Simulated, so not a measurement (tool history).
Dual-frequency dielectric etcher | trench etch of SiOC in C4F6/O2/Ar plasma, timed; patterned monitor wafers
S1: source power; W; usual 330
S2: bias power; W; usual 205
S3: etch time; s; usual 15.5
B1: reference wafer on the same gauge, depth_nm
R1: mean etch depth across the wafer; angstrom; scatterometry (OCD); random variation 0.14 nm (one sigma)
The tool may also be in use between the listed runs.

| run | hour | S1 | S2 | S3 | B1 | R1 |
|---|---|---|---|---|---|---|
| 1 | 0 | 300 | 205 | 13.5 | 31.81 | 263.7 |
| 2 | 62.6 | 300 | 205 | 13.5 | 31.79 | 270.5 |
| 3 | 99.9 | 300 | 205 | 13.5 | 31.82 | 270.3 |
| 4 | 140.9 | 330 | 169 | 15.5 | 31.81 | 284.9 |
| 5 | 200.9 | 330 | 169 | 15.5 | 31.71 | 289.1 |
|  | 249.1 | bias power generator calibrated |
| 6 | 294.1 | 330 | 169 | 15.5 | 31.79 | 290.8 |
| 7 | 375.6 | 330 | 205 | 15.5 | 31.78 | 322.2 |
| 8 | 420.1 | 330 | 205 | 15.5 | 31.81 | 327 |
|  | 489.9 | wet clean of the chamber |
| 9 | 611.8 | 330 | 205 | 15.5 | 31.78 | 322 |
| 10 | 701.3 | 330 | 205 | 15.5 | 31.78 | 320.9 |
|  | 775.7 | upper electrode replaced |
| 11 | 776.2 | 330 | 205 | 15.5 | 31.83 | 323.2 |
| 12 | 871.4 | 330 | 205 | 15.5 | 31.81 | 325.5 |
| 13 | 920.9 | 330 | 205 | 15.5 | 31.84 | 327.6 |
| 14 | 968.2 | 300 | 205 | 13.5 | 31.8 | 277.2 |
|  | 1079.1 | wet clean of the chamber |
| 15 | 1079.6 | 380 | 248 | 19.5 | 31.83 | 456.1 |
| 16 | 1153.7 | 330 | 205 | 15.5 | 31.88 | 319.6 |
| 17 | 1218.8 | 410 | 228 | 17 | 31.79 | 398.6 |
| 18 | 1260.9 | 300 | 162 | 17 | 31.81 | 298.8 |
| 19 | 1353.2 | 280 | 205 | 15.5 | 31.79 | 309 |
| 20 | 1418.2 | 270 | 205 | 15.5 | 31.86 | 305.6 |
|  | 1561.4 | wet clean of the chamber |
| 21 | 1661.6 | 280 | 250 | 18 | 31.81 | 388.5 |
|  | 1756.1 | bias power generator calibrated |
| 22 | 1758.9 | 330 | 237 | 17 | 31.83 | 378.5 |
|  | 1763.6 | source power generator calibrated |
|  | 1799.6 | gauge calibrated |
| 23 | 1841.5 | 330 | 205 | 15.5 | 31.72 | 320.8 |
| 24 | 1884.4 | 360 | 205 | 15.5 | 31.82 | 333.2 |
| 25 | 1949.5 | 330 | 205 | 12 | 31.8 | 253.7 |
|  | 2028.5 | wet clean of the chamber |
| 26 | 2029 | 330 | 228 | 17.5 | 31.85 | 379.7 |
| 27 | 2125.4 | 290 | 205 | 12.5 | 31.82 | 247.6 |
| 28 | 2233.3 | 260 | 205 | 20 | 31.73 | 383.2 |
| 29 | 2333.3 | 330 | 205 | 15.5 | 31.82 | 326.3 |

Forecast each of these 4 alternatives for the next run:
| A | 2333.7 | 330 | 205 | 17.5 | ? | ? |
| B | 2333.7 | 360 | 254 | 15.5 | ? | ? |
| C | 2333.7 | 410 | 205 | 12.5 | ? | ? |
| D | 2333.7 | 330 | 221 | 15.5 | ? | ? |

| run | B1 | R1 |
|---|---|---|
| A | 31.82 | 363.9 |
| B | 31.82 | 369.8 |
| C | 31.82 | 278.8 |
| D | 31.82 | 335.3 |
Without the tool's hidden state the same runs would have given:
| run | R1 |
|---|---|
| A | 353.9 |
| B | 359.6 |
| C | 271.1 |
| D | 326 |

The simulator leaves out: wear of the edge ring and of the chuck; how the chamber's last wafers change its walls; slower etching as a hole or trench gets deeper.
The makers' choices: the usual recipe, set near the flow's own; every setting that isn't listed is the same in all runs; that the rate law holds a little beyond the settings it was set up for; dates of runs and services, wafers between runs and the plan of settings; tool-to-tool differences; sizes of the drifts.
